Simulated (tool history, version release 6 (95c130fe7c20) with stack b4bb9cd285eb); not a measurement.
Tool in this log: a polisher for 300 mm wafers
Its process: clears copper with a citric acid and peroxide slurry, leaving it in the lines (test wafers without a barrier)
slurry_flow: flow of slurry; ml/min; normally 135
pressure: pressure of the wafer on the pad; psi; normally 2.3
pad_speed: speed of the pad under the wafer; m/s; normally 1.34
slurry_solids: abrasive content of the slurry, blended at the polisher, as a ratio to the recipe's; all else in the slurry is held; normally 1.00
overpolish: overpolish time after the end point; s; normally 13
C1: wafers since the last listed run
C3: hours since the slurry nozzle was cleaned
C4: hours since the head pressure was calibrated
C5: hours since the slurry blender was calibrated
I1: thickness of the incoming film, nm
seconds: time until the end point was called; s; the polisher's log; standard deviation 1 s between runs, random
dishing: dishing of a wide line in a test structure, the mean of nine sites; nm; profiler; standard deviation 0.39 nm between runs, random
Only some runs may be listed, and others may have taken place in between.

Run 1, hour 0.0: usual settings; C1 0; wafers polished on this pad 422; C3 0.3; C4 62.2; C5 70.5; I1 242.5. Result: seconds 106.2 s, dishing 20.2 nm.
Run 2, hour 53.6: usual settings; C1 338; wafers polished on this pad 760; C3 53.9; C4 115.8; C5 124.1; I1 241.3. Result: seconds 108.5 s, dishing 20.2 nm.
Run 3, hour 79.1: usual settings but slurry_flow 165 ml/min; C1 160; wafers polished on this pad 921; C3 79.4; C4 141.3; C5 149.6; I1 239.8. Result: seconds 105.6 s, dishing 20.6 nm.
At hour 113.3: worn pad replaced by a new one.
Run 4, hour 121.0: usual settings but overpolish 7 s; C1 239; wafers polished on this pad 48; C3 121.3; C4 183.2; C5 191.5; I1 239.3. Result: seconds 104.7 s, dishing 11.5 nm.
At hour 144.1: slurry blender recalibrated.
Run 5, hour 179.7: usual settings but overpolish 7 s; C1 357; wafers polished on this pad 406; C3 180.0; C4 241.9; C5 35.6; I1 241.5. Result: seconds 107.8 s, dishing 11.4 nm.
Run 6, hour 224.0: usual settings but overpolish 7 s; C1 279; wafers polished on this pad 685; C3 224.3; C4 286.2; C5 79.9; I1 237.4. Result: seconds 109.4 s, dishing 11.3 nm.
Run 7, hour 288.1: usual settings; C1 404; wafers polished on this pad 1090; C3 288.4; C4 350.3; C5 144.0; I1 240.0. Result: seconds 110.3 s, dishing 19.6 nm.
At hour 321.8: worn pad replaced by a new one.
Run 8, hour 352.7: usual settings; C1 382; wafers polished on this pad 194; C3 353.0; C4 414.9; C5 208.6; I1 235.4. Result: seconds 103.8 s, dishing 20.2 nm.
At hour 368.7: slurry blender recalibrated.
Run 9, hour 401.5: usual settings; C1 295; wafers polished on this pad 490; C3 401.8; C4 463.7; C5 32.8; I1 241.1. Result: seconds 110.3 s, dishing 20.0 nm.
Run 10, hour 455.4: usual settings but pad_speed 1.14 m/s; C1 340; wafers polished on this pad 830; C3 455.7; C4 517.6; C5 86.7; I1 239.7. Result: seconds 127.6 s, dishing 17.8 nm.
Run 11, hour 494.7: usual settings but slurry_flow 95 ml/min, pressure 1.7 psi, overpolish 9 s; C1 247; wafers polished on this pad 1078; C3 495.0; C4 556.9; C5 126.0; I1 240.2. Result: seconds 165.8 s, dishing 9.5 nm.
Run 12, hour 522.6: usual settings but slurry_flow 110 ml/min; C1 176; wafers polished on this pad 1254; C3 522.9; C4 584.8; C5 153.9; I1 240.3. Result: seconds 120.4 s, dishing 18.7 nm.
At hour 541.4: worn pad replaced by a new one.
At hour 552.7: slurry blender recalibrated.
Run 13, hour 567.1: usual settings but pressure 1.6 psi, pad_speed 1.14 m/s, slurry_solids 0.80, overpolish 6 s; C1 242; wafers polished on this pad 149; C3 567.4; C4 629.3; C5 14.4; I1 237.5. Result: seconds 182.0 s, dishing 5.8 nm.
Run 14, hour 606.0: usual settings; C1 245; wafers polished on this pad 395; C3 606.3; C4 668.2; C5 53.3; I1 238.2. Result: seconds 111.2 s, dishing 19.2 nm.
At hour 624.0: slurry nozzle cleaned.
At hour 672.1: head pressure recalibrated.
Run 15, hour 682.7: usual settings; C1 465; wafers polished on this pad 860; C3 58.7; C4 10.6; C5 130.0; I1 238.2. Result: seconds 105.6 s, dishing 20.5 nm.
At hour 717.9: worn pad replaced by a new one.
At hour 749.8: slurry blender recalibrated.
Run 16, hour 750.8: usual settings; C1 391; wafers polished on this pad 195; C3 126.8; C4 78.7; C5 1.0; I1 239.2. Result: seconds 105.8 s, dishing 20.4 nm.
Run 17, hour 797.0: usual settings but pad_speed 1.58 m/s, overpolish 8 s; C1 291; wafers polished on this pad 486; C3 173.0; C4 124.9; C5 47.2; I1 239.5. Result: seconds 96.0 s, dishing 14.8 nm.
Run 18, hour 862.4: usual settings but pressure 1.8 psi, pad_speed 0.90 m/s, overpolish 5 s; C1 412; wafers polished on this pad 899; C3 238.4; C4 190.3; C5 112.6; I1 238.9. Result: seconds 183.2 s, dishing 4.9 nm.
At hour 887.5: worn pad replaced by a new one.
Run 19, hour 916.4: usual settings; C1 315; wafers polished on this pad 182; C3 292.4; C4 244.3; C5 166.6; I1 240.6. Result: seconds 106.9 s, dishing 20.3 nm.
At hour 966.3: slurry blender recalibrated.
Run 20, hour 986.4: usual settings but pressure 1.8 psi, pad_speed 1.54 m/s, overpolish 10 s; C1 429; wafers polished on this pad 611; C3 362.4; C4 314.3; C5 20.1; I1 238.6. Result: seconds 124.2 s, dishing 13.5 nm.

For some of the steps in seconds from one run to the next: how much would appear even if the tool had no hidden state, given the settings, what came in and random variation, and how much remains for the hidden state plus any gauge scatter that the measured result and the result without hidden state don't share?
The hidden state here: removal rate lost through wear of the pad, %; slurry flow missing at the pad, %; deviation of the head's pressure from its setpoint, %; abrasive missing from the slurry, %.
Run 17 -> 18: pressure 2.3 -> 1.8, pad_speed 1.58 -> 0.90, overpolish 8 -> 5. seconds +87.2 s: hidden state +8.1, all else +79.1.
Run 18 -> 19: pressure 1.8 -> 2.3, pad_speed 0.90 -> 1.34, overpolish 5 -> 13, worn pad replaced by a new one. seconds -76.3 s: hidden state -7.7, all else -68.6.
